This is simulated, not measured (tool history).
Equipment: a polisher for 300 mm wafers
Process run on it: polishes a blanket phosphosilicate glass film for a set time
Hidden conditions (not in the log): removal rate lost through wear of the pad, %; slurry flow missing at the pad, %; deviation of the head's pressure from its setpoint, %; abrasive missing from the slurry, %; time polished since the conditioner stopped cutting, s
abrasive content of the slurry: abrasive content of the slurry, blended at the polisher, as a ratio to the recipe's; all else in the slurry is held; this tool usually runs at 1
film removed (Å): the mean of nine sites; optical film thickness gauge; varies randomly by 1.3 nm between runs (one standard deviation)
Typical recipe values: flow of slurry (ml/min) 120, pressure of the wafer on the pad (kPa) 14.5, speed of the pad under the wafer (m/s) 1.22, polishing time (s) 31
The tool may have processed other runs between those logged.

run	hour	flow of slurry (ml/min)	pressure of the wafer on the pad (kPa)	speed of the pad under the wafer (m/s)	abrasive content of the slurry	polishing time (s)	wafers since the last listed run	wafers polished on this pad	hours since the slurry nozzle was cleaned	hours since the head pressure was calibrated	hours since the slurry blender was calibrated	hours since the conditioning disc was replaced	incoming thickness of the incoming film, nm	film removed (Å)
1	0	120	14.5	1.14	1	31	0	201	147.4	235.3	162.1	203.7	3092	1477
2	54.2	120	14.5	1.14	1	31	450	651	201.6	289.5	216.3	257.9	3056.8	1493
# hour 86.4: conditioning disc replaced and pad reconditioned
# hour 116.8: slurry blender recalibrated
3	117.3	120	14.5	1.14	1	31	491	1143	264.7	352.6	0.5	30.9	3067.5	1572
# hour 152.1: slurry nozzle cleaned
4	176.7	120	14.5	1.22	1	23	485	1629	24.6	412	59.9	90.3	3065	1180
# hour 211.3: head pressure recalibrated
5	246.6	120	14.5	1.22	1	23	564	2193	94.5	35.3	129.8	160.2	3128.7	1154
# hour 275.4: worn pad replaced by a new one
6	290.7	120	14.5	1.22	1	31	333	127	138.6	79.4	173.9	204.3	3083.6	1565
7	318.4	120	14.5	1.36	1	31	230	358	166.3	107.1	201.6	232	3095	1678
8	342.9	120	14.5	1.22	1	31	203	561	190.8	131.6	226.1	256.5	3134.6	1578
9	392.1	120	14.5	0.96	0.75	31	409	971	240	180.8	275.3	305.7	3074.9	1191
# hour 402.3: conditioning disc replaced and pad reconditioned
# hour 453.1: slurry blender recalibrated
10	453.6	100	14.5	1.22	1	31	478	1449	301.5	242.3	0.5	51.3	3057.4	1528
# hour 459.1: slurry nozzle cleaned
11	476.6	80	14.5	1.22	1	31	182	1632	17.5	265.3	23.5	74.3	3081.2	1393
12	518.7	120	14.5	1.08	1	31	350	1982	59.6	307.4	65.6	116.4	3073.6	1458
# hour 570.9: head pressure recalibrated
13	571.4	120	14.5	1.22	1	31	421	2404	112.3	0.5	118.3	169.1	3118.3	1556
# hour 582.3: worn pad replaced by a new one
14	615.2	120	14.5	1.22	1.2	31	331	273	156.1	44.3	162.1	212.9	3028.4	1673
15	659.5	120	18.6	1.22	1	31	368	641	200.4	88.6	206.4	257.2	3050	1908
# hour 685.5: conditioning disc replaced and pad reconditioned
16	723.1	100	14.5	1.22	1	31	512	1154	264	152.2	270	37.6	3109.6	1565
17	750.9	90	14.5	1.22	1.25	31	231	1385	291.8	180	297.8	65.4	3092	1617
18	781	120	17.9	1.22	1	31	250	1635	321.9	210.1	327.9	95.5	3151.9	1948
# hour 789.4: slurry nozzle cleaned
# hour 816.9: slurry blender recalibrated
19	819.1	120	14.5	1.22	1	31	291	1927	29.7	248.2	2.2	133.6	3064.3	1602
20	857.8	95	14.5	1.38	1	31	321	2249	68.4	286.9	40.9	172.3	3099	1585
# hour 897.5: worn pad replaced by a new one
21	926.1	120	14.5	1.22	1	31	534	237	136.7	355.2	109.2	240.6	3065.9	1562
22	967.5	105	18.6	0.98	0.85	31	344	582	178.1	396.6	150.6	282	3057.2	1536
# hour 971.5: conditioning disc replaced and pad reconditioned
# hour 993.6: head pressure recalibrated
23	1025.5	120	14.5	1.22	1	31	449	1031	236.1	31.9	208.6	54	3099.9	1632
24	1062.7	120	10.3	1.22	1.1	31	309	1340	273.3	69.1	245.8	91.2	3104.4	1237

Branching from run 24: 5 alternative next runs. What would each branch give?
A	1063.1	120	14.5	1.22	1	31	3	1343	273.7	69.5	246.2	91.6	3049.4	?
B	1063.1	145	14.5	0.86	1	31	3	1343	273.7	69.5	246.2	91.6	3049.4	?
C	1063.1	135	11	0.9	1	31	3	1343	273.7	69.5	246.2	91.6	3049.4	?
D	1063.1	120	14.5	1.22	1	36	3	1343	273.7	69.5	246.2	91.6	3049.4	?
E	1063.1	135	17.9	1.22	1.3	26	3	1343	273.7	69.5	246.2	91.6	3049.4	?

run	film removed (Å)
A	1590
B	1329
C	1070
D	1846
E	1807
With the hidden condition removed and each run's random variation left untouched, the same runs would have given:
run	film removed (Å)
A	1690
B	1393
C	1113
D	1962
E	1941
